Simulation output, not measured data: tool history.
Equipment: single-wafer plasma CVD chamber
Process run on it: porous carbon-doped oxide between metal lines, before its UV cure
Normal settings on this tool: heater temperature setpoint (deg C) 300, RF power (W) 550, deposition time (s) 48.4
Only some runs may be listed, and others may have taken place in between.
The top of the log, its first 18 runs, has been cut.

run	hour	heater temperature setpoint (deg C)	RF power (W)	deposition time (s)	read-back reference wafer on the same gauge, thickness_nm	mean film thickness on the monitor wafer (angstrom)
19	217.7	300	595	48.4	288.908	2767.66
20	226.2	312	520	45.5	288.754	2158.45
# hour 256.3: thermocouple changed; heater temperature recalibrated
21	256.8	292	550	56.3	289.064	3151.79
22	265.9	300	550	45.7	288.964	2441.59
23	283.5	290	480	58.0	288.857	2938.60
24	299.3	291	585	45.8	289.177	2718.67
# hour 301.4: gauge calibrated
25	308.9	310	550	44.2	289.070	2231.85
26	316.7	290	580	53.4	289.235	3153.50
27	326.8	300	550	48.4	289.069	2587.30
28	344.1	300	550	48.4	289.054	2576.10
29	354.9	286	550	48.4	289.138	2833.60
30	371.1	294	590	44.2	289.039	2591.87
31	382.6	307	640	56.4	289.097	3235.60
32	397.2	300	495	40.5	288.699	1980.78

Branching from run 32: 5 alternative next runs. What would each branch give?
A	397.6	300	550	48.4	?	?
B	397.6	288	550	42.1	?	?
C	397.6	300	550	55.3	?	?
D	397.6	304	550	40.2	?	?
E	397.6	314	445	57.6	?	?

run	read-back reference wafer on the same gauge, thickness_nm	mean film thickness on the monitor wafer (angstrom)
A	288.877	2584.39
B	288.877	2440.56
C	288.877	2944.97
D	288.877	2102.88
E	288.877	2328.89
What these runs would have given with no unlogged condition in the tool:
run	mean film thickness on the monitor wafer (angstrom)
A	2603.39
B	2458.50
C	2966.62
D	2118.33
E	2348.90
